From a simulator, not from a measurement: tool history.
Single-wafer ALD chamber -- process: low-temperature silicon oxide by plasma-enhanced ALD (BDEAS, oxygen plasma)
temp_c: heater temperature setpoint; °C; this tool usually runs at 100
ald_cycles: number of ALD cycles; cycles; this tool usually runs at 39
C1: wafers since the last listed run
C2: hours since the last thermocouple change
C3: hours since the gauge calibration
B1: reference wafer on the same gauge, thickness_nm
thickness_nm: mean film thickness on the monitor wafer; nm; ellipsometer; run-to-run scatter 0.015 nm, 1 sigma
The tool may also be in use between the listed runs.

{"run": 1, "hour": 0.0, "temp_c": 109, "ald_cycles": 34, "C1": 0, "C2": 795.9, "C3": 247.9, "B1": 5.032, "thickness_nm": 5.094}
{"run": 2, "hour": 8.1, "temp_c": 109, "ald_cycles": 34, "C1": 38, "C2": 804.0, "C3": 256.0, "B1": 5.029, "thickness_nm": 5.089}
{"run": 3, "hour": 21.2, "temp_c": 100, "ald_cycles": 39, "C1": 61, "C2": 817.1, "C3": 269.1, "B1": 5.028, "thickness_nm": 5.962}
{"run": 4, "hour": 29.3, "temp_c": 100, "ald_cycles": 39, "C1": 38, "C2": 825.2, "C3": 277.2, "B1": 5.029, "thickness_nm": 5.969}
{"run": 5, "hour": 43.2, "temp_c": 100, "ald_cycles": 39, "C1": 65, "C2": 839.1, "C3": 291.1, "B1": 5.03, "thickness_nm": 5.938}
{"run": 6, "hour": 51.8, "temp_c": 100, "ald_cycles": 39, "C1": 40, "C2": 847.7, "C3": 299.7, "B1": 5.031, "thickness_nm": 5.969}
{"run": 7, "hour": 68.5, "temp_c": 100, "ald_cycles": 39, "C1": 78, "C2": 864.4, "C3": 316.4, "B1": 5.028, "thickness_nm": 5.955}
{"run": 8, "hour": 80.9, "temp_c": 100, "ald_cycles": 39, "C1": 58, "C2": 876.8, "C3": 328.8, "B1": 5.026, "thickness_nm": 5.971}
{"run": 9, "hour": 89.1, "temp_c": 100, "ald_cycles": 39, "C1": 38, "C2": 885.0, "C3": 337.0, "B1": 5.03, "thickness_nm": 5.947}
{"run": 10, "hour": 106.9, "temp_c": 100, "ald_cycles": 39, "C1": 84, "C2": 902.8, "C3": 354.8, "B1": 5.029, "thickness_nm": 5.99}
{"run": 11, "hour": 117.7, "temp_c": 108, "ald_cycles": 39, "C1": 51, "C2": 913.6, "C3": 365.6, "B1": 5.033, "thickness_nm": 5.867}
{"run": 12, "hour": 134.4, "temp_c": 108, "ald_cycles": 39, "C1": 78, "C2": 930.3, "C3": 382.3, "B1": 5.027, "thickness_nm": 5.843}
{"run": 13, "hour": 141.8, "temp_c": 100, "ald_cycles": 39, "C1": 34, "C2": 937.7, "C3": 389.7, "B1": 5.027, "thickness_nm": 5.931}
{"run": 14, "hour": 157.9, "temp_c": 100, "ald_cycles": 39, "C1": 76, "C2": 953.8, "C3": 405.8, "B1": 5.031, "thickness_nm": 5.93}
{"run": 15, "hour": 175.1, "temp_c": 100, "ald_cycles": 39, "C1": 81, "C2": 971.0, "C3": 423.0, "B1": 5.031, "thickness_nm": 5.964}
{"run": 16, "hour": 188.3, "temp_c": 100, "ald_cycles": 36, "C1": 62, "C2": 984.2, "C3": 436.2, "B1": 5.028, "thickness_nm": 5.486}
{"run": 17, "hour": 200.1, "temp_c": 100, "ald_cycles": 36, "C1": 55, "C2": 996.0, "C3": 448.0, "B1": 5.034, "thickness_nm": 5.499}
{"run": 18, "hour": 217.1, "temp_c": 100, "ald_cycles": 36, "C1": 80, "C2": 1013.0, "C3": 465.0, "B1": 5.029, "thickness_nm": 5.522}
{"hour": 227.7, "done": "gauge calibrated"}
{"run": 19, "hour": 232.0, "temp_c": 100, "ald_cycles": 39, "C1": 70, "C2": 1027.9, "C3": 4.3, "B1": 5.03, "thickness_nm": 5.937}
{"run": 20, "hour": 238.2, "temp_c": 100, "ald_cycles": 34, "C1": 29, "C2": 1034.1, "C3": 10.5, "B1": 5.028, "thickness_nm": 5.196}
{"run": 21, "hour": 246.6, "temp_c": 100, "ald_cycles": 34, "C1": 39, "C2": 1042.5, "C3": 18.9, "B1": 5.035, "thickness_nm": 5.171}
{"run": 22, "hour": 261.4, "temp_c": 104, "ald_cycles": 46, "C1": 69, "C2": 1057.3, "C3": 33.7, "B1": 5.026, "thickness_nm": 6.967}

Predict the results of run 23:
{"run": 23, "hour": 268.8, "temp_c": 92, "ald_cycles": 36, "C1": 34, "C2": 1064.7, "C3": 41.1, "B1": "?", "thickness_nm": "?"}

B1: 5.032
thickness_nm: 5.676 nm
Minus the tool's unlogged condition, the same run would have read thickness_nm 5.676 nm.
